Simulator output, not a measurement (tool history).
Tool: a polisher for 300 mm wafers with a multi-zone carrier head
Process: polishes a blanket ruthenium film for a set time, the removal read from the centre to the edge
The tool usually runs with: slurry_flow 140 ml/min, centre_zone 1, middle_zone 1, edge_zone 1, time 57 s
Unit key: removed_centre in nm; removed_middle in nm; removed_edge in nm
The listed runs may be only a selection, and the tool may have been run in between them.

run,day,slurry_flow,centre_zone,middle_zone,edge_zone,time,"incoming thickness of the incoming film, nm",removed_centre,removed_middle,removed_edge
1,0,140,1,1,1,57,451.2,76.4,74,71.1
# day 0.175: worn pad replaced by a new one
2,1.392,140,1,1,1,57,464,76.5,73.1,71.4
3,3.175,140,1,1,1,57,459.4,76.7,73.4,71.2
4,4.717,140,1,1,1,57,457.3,77.2,73.1,71.5
# day 5.667: worn pad replaced by a new one
5,6.762,140,1,1,1,57,457,77.6,72.3,71.3
# day 7.446: centre zone pressure recalibrated
6,8.667,140,1,1,1,57,468.3,71.7,72.5,70.7
# day 10.696: worn pad replaced by a new one
7,11.171,140,1,1,1,57,468.9,71.6,72.4,71.1
# day 12.942: slurry nozzle cleaned
8,13.029,140,1,1,1,57,453.7,71.1,73.2,71.1
9,14.896,140,1,1.05,1.04,72,463.5,90.5,93.7,91
# day 16.017: worn pad replaced by a new one
10,16.925,90,0.89,0.97,1,48,452.6,48.3,55.1,55.3
# day 17.312: edge zone pressure recalibrated
# day 18.633: carrier head's membrane replaced by a new one
11,19.838,140,1,1,1,57,458.5,73.4,72.2,71.9
# day 21.362: worn pad replaced by a new one
12,21.408,185,0.91,0.97,0.97,57,461.4,70.5,75,72.7
13,23.217,100,1,1,1.07,57,460.7,68.1,68.2,70.4
14,24.625,105,1,1,1,39,463.5,47.4,46.9,47.1

For each run, the measured value with the value that run would have given without the tool's hidden condition subtracted. The run-to-run variation is shared by both, the gauge scatter possibly not:
Hidden state present: removal rate lost through wear of the pad, %; slurry flow missing at the pad, %; deviation of the centre zone's pressure from its setpoint, %; deviation of the edge zone's pressure from its setpoint, %.
run,removed_centre
1,+5.4
2,+5.7
3,+6
4,+6.4
5,+6.8
6,+0.3
7,+0.8
8,+1.2
9,+2
10,+1.3
11,+2.7
12,+2.9
13,+3.1
14,+2.4
removed_middle without the hidden state stays within 0.1 nm of what was measured, in all runs.
removed_edge: 0 in every run.

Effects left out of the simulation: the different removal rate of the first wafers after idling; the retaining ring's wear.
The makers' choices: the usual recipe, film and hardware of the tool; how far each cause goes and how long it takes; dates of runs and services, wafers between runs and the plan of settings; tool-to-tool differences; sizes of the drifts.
